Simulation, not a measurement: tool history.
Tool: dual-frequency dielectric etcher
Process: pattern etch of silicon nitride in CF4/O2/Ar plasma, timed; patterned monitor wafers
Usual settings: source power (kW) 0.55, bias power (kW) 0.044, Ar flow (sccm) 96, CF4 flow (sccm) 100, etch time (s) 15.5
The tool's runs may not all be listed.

| run | hour | source power (kW) | bias power (kW) | Ar flow (sccm) | CF4 flow (sccm) | etch time (s) | wafers since the last listed run | hours since the last wet clean | hours since the last source power generator calibration | hours since the last bias power generator calibration | hours since the last Ar flow controller change | hours since the last CF4 flow controller change | hours since the last upper electrode change | hours since the gauge calibration | read-back reference wafer on the same gauge, depth_nm | mean etch depth across the wafer (angstrom) |
|---|---|---|---|---|---|---|---|---|---|---|---|---|---|---|---|---|
| 1 | 0 | 0.55 | 0.044 | 96 | 100 | 15.5 | 0 | 73.4 | 8 | 3765 | 2383.7 | 43 | 0.5 | 672.9 | 26.05 | 301.8 |
| 2 | 18.8 | 0.55 | 0.044 | 96 | 100 | 15.5 | 293 | 92.2 | 26.8 | 3783.8 | 2402.5 | 61.8 | 19.3 | 691.7 | 26.06 | 301.3 |
|  | 29.7 | Ar flow controller replaced |
|  | 43.7 | gauge calibrated |
| 3 | 54.5 | 0.49 | 0.049 | 96 | 85 | 15.5 | 462 | 127.9 | 62.5 | 3819.5 | 24.8 | 97.5 | 55 | 10.8 | 26.46 | 276.9 |
| 4 | 79.1 | 0.55 | 0.044 | 96 | 123 | 15.5 | 383 | 152.5 | 87.1 | 3844.1 | 49.4 | 122.1 | 79.6 | 35.4 | 26.43 | 312.7 |
| 5 | 103.2 | 0.55 | 0.044 | 119 | 80 | 15.5 | 375 | 176.6 | 111.2 | 3868.2 | 73.5 | 146.2 | 103.7 | 59.5 | 26.37 | 286.1 |
| 6 | 138.1 | 0.55 | 0.044 | 83 | 100 | 15.5 | 543 | 211.5 | 146.1 | 3903.1 | 108.4 | 181.1 | 138.6 | 94.4 | 26.35 | 311 |
| 7 | 169.1 | 0.65 | 0.044 | 73 | 121 | 15.5 | 483 | 242.5 | 177.1 | 3934.1 | 139.4 | 212.1 | 169.6 | 125.4 | 26.31 | 383.6 |
| 8 | 202.2 | 0.55 | 0.047 | 96 | 100 | 17.5 | 515 | 275.6 | 210.2 | 3967.2 | 172.5 | 245.2 | 202.7 | 158.5 | 26.3 | 351.2 |
| 9 | 230.8 | 0.55 | 0.044 | 96 | 100 | 15.5 | 445 | 304.2 | 238.8 | 3995.8 | 201.1 | 273.8 | 231.3 | 187.1 | 26.26 | 304.6 |
|  | 256.2 | wet clean of the chamber |
| 10 | 256.7 | 0.64 | 0.048 | 74 | 100 | 17.5 | 29 | 0.5 | 264.7 | 4021.7 | 227 | 299.7 | 257.2 | 213 | 26.23 | 430.6 |
| 11 | 347 | 0.45 | 0.044 | 112 | 100 | 19 | 1407 | 90.8 | 355 | 4112 | 317.3 | 390 | 347.5 | 303.3 | 26.18 | 292.3 |
| 12 | 362.5 | 0.55 | 0.044 | 96 | 100 | 15.5 | 241 | 106.3 | 370.5 | 4127.5 | 332.8 | 405.5 | 363 | 318.8 | 26.16 | 301.9 |
| 13 | 391.7 | 0.63 | 0.041 | 96 | 100 | 15.5 | 455 | 135.5 | 399.7 | 4156.7 | 362 | 434.7 | 392.2 | 348 | 26.16 | 337.2 |
|  | 401.2 | bias power generator calibrated |
| 14 | 414.4 | 0.55 | 0.044 | 74 | 100 | 15.5 | 291 | 158.2 | 422.4 | 13.2 | 384.7 | 457.4 | 414.9 | 370.7 | 26.14 | 313.5 |
| 15 | 476.8 | 0.55 | 0.036 | 96 | 100 | 13 | 972 | 220.6 | 484.8 | 75.6 | 447.1 | 519.8 | 477.3 | 433.1 | 26.1 | 233.7 |
| 16 | 500.9 | 0.55 | 0.044 | 79 | 100 | 15.5 | 375 | 244.7 | 508.9 | 99.7 | 471.2 | 543.9 | 501.4 | 457.2 | 26.12 | 309.5 |
| 17 | 528.2 | 0.64 | 0.048 | 74 | 100 | 17.5 | 425 | 272 | 536.2 | 127 | 498.5 | 571.2 | 528.7 | 484.5 | 26.11 | 428.4 |

Forecast run 18:
| 18 | 556.9 | 0.55 | 0.038 | 117 | 110 | 15.5 | 447 | 300.7 | 564.9 | 155.7 | 527.2 | 599.9 | 557.4 | 513.2 | ? | ? |

{"run 18": {"read-back reference wafer on the same gauge, depth_nm": 26.1, "mean etch depth across the wafer (angstrom)": 277.8}}
Without the tool's hidden state the same run would have given mean etch depth across the wafer (angstrom) 282.
